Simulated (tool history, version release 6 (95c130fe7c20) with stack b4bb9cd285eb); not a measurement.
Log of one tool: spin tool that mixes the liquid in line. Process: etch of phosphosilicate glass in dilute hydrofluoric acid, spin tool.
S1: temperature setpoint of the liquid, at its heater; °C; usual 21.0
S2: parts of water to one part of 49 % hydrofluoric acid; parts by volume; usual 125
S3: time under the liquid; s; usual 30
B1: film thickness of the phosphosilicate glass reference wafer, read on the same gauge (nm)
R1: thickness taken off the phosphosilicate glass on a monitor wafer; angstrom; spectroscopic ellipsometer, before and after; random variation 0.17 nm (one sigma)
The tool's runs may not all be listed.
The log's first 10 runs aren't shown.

run,hour,S1,S2,S3,B1,R1
11,261.9,21.0,125,20,29.97,239.8
12,279.6,21.0,125,30,30.01,361.9
13,292.4,21.0,125,30,30.03,359.1
14,308.3,24.5,160,50,30.01,516.8
# hour 315.1: gauge calibrated
15,328.5,17.5,125,30,29.99,312.9
16,347.6,18.5,125,30,29.98,325.3
17,377.8,18.5,165,50,29.99,391.0
18,412.7,22.5,125,15,30.00,192.0
19,447.0,17.0,160,45,30.01,348.0
20,552.9,21.0,125,30,30.00,356.2
21,579.8,21.0,125,15,29.98,178.2
22,613.8,20.0,125,30,30.00,342.9
23,642.9,17.0,155,30,30.00,234.6
24,666.8,18.0,100,25,30.05,337.0
25,686.1,21.0,155,25,30.01,231.6
26,700.9,23.0,75,30,30.02,685.6
# hour 718.3: hydrofluoric acid flow meter replaced
27,734.8,23.5,185,20,30.02,165.8
28,765.1,21.0,125,30,29.99,353.5
29,853.9,21.0,125,30,30.02,354.5
# hour 868.6: gauge calibrated
30,874.8,21.0,125,30,30.02,353.4
31,893.7,17.0,125,30,30.01,298.4
32,920.4,21.0,125,40,29.95,468.1
33,947.5,18.0,70,15,30.04,295.0

3 ways to go on from here, each from the tool as it stands after run 33. What would each give?
A,947.9,21.0,125,30,?,?
B,947.9,25.0,95,15,?,?
C,947.9,24.0,90,30,?,?

run,B1,R1
A,30.02,352.5
B,30.02,281.8
C,30.02,575.2
Without the tool's hidden state the same runs would have given:
run,R1
A,367.1
B,293.3
C,598.9
